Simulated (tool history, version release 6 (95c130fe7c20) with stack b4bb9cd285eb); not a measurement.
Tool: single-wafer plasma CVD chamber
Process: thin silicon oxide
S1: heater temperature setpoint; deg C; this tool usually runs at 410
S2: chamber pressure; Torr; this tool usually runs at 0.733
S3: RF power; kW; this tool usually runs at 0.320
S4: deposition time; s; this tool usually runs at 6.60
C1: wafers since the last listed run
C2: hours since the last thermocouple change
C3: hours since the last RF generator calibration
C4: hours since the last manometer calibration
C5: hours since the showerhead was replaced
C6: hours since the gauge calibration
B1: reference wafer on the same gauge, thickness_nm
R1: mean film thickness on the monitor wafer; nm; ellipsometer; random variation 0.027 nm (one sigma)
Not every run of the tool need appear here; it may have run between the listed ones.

| run | hour | S1 | S2 | S3 | S4 | C1 | C2 | C3 | C4 | C5 | C6 | B1 | R1 |
|---|---|---|---|---|---|---|---|---|---|---|---|---|---|
| 1 | 0.0 | 410 | 0.733 | 0.320 | 6.60 | 0 | 1418.0 | 567.7 | 1306.2 | 5313.6 | 1266.6 | 8.693 | 10.601 |
| 2 | 98.5 | 410 | 0.733 | 0.320 | 6.31 | 2924 | 1516.5 | 666.2 | 1404.7 | 5412.1 | 1365.1 | 8.704 | 10.097 |
| 3 | 145.8 | 410 | 0.733 | 0.320 | 6.31 | 1404 | 1563.8 | 713.5 | 1452.0 | 5459.4 | 1412.4 | 8.696 | 10.121 |
| 4 | 190.1 | 410 | 0.847 | 0.320 | 6.60 | 1315 | 1608.1 | 757.8 | 1496.3 | 5503.7 | 1456.7 | 8.705 | 12.081 |
| 5 | 251.8 | 410 | 0.733 | 0.320 | 6.60 | 1832 | 1669.8 | 819.5 | 1558.0 | 5565.4 | 1518.4 | 8.702 | 10.511 |
| 6 | 302.5 | 410 | 0.733 | 0.320 | 6.60 | 1505 | 1720.5 | 870.2 | 1608.7 | 5616.1 | 1569.1 | 8.708 | 10.520 |
| 7 | 385.5 | 410 | 0.733 | 0.320 | 6.60 | 2464 | 1803.5 | 953.2 | 1691.7 | 5699.1 | 1652.1 | 8.692 | 10.498 |
| 8 | 435.5 | 410 | 0.733 | 0.320 | 6.60 | 1484 | 1853.5 | 1003.2 | 1741.7 | 5749.1 | 1702.1 | 8.706 | 10.550 |
| 9 | 496.0 | 410 | 0.914 | 0.320 | 6.60 | 1796 | 1914.0 | 1063.7 | 1802.2 | 5809.6 | 1762.6 | 8.694 | 12.828 |
|  | 603.2 | thermocouple changed; heater temperature recalibrated |
| 10 | 793.0 | 410 | 0.733 | 0.320 | 6.60 | 8581 | 189.8 | 1360.7 | 2099.2 | 6106.6 | 2059.6 | 8.692 | 10.497 |
| 11 | 892.7 | 400 | 0.574 | 0.275 | 6.95 | 2960 | 289.5 | 1460.4 | 2198.9 | 6206.3 | 2159.3 | 8.701 | 8.047 |
|  | 1015.0 | gauge calibrated |
|  | 1171.3 | RF generator calibrated |
| 12 | 1184.9 | 410 | 0.733 | 0.335 | 5.58 | 8438 | 581.7 | 13.6 | 2491.1 | 6498.5 | 169.9 | 8.704 | 8.987 |
| 13 | 1264.0 | 410 | 0.914 | 0.320 | 6.60 | 2348 | 660.8 | 92.7 | 2570.2 | 6577.6 | 249.0 | 8.697 | 12.687 |
| 14 | 1302.6 | 396 | 0.733 | 0.345 | 6.60 | 1146 | 699.4 | 131.3 | 2608.8 | 6616.2 | 287.6 | 8.701 | 10.830 |
| 15 | 1360.7 | 410 | 0.733 | 0.320 | 6.60 | 1725 | 757.5 | 189.4 | 2666.9 | 6674.3 | 345.7 | 8.705 | 10.367 |
|  | 1390.6 | capacitance manometer re-zeroed and calibrated |
| 16 | 1450.0 | 410 | 0.733 | 0.320 | 6.60 | 2414 | 846.8 | 278.7 | 59.4 | 6763.6 | 435.0 | 8.703 | 10.623 |
|  | 1510.5 | showerhead replaced |
| 17 | 1531.7 | 410 | 0.575 | 0.320 | 6.11 | 2188 | 928.5 | 360.4 | 141.1 | 21.2 | 516.7 | 8.696 | 7.644 |
| 18 | 1622.1 | 399 | 0.733 | 0.260 | 7.86 | 2684 | 1018.9 | 450.8 | 231.5 | 111.6 | 607.1 | 8.706 | 11.610 |
| 19 | 1670.1 | 410 | 0.733 | 0.370 | 6.60 | 1425 | 1066.9 | 498.8 | 279.5 | 159.6 | 655.1 | 8.693 | 11.320 |

The next listed run, before its measurement:
| 20 | 1734.5 | 410 | 0.914 | 0.320 | 6.60 | 1912 | 1131.3 | 563.2 | 343.9 | 224.0 | 719.5 | ? | ? |

Run 20 came out at B1 8.701, R1 12.957 nm.
Without the tool's hidden state the same run would have given R1 12.957 nm.

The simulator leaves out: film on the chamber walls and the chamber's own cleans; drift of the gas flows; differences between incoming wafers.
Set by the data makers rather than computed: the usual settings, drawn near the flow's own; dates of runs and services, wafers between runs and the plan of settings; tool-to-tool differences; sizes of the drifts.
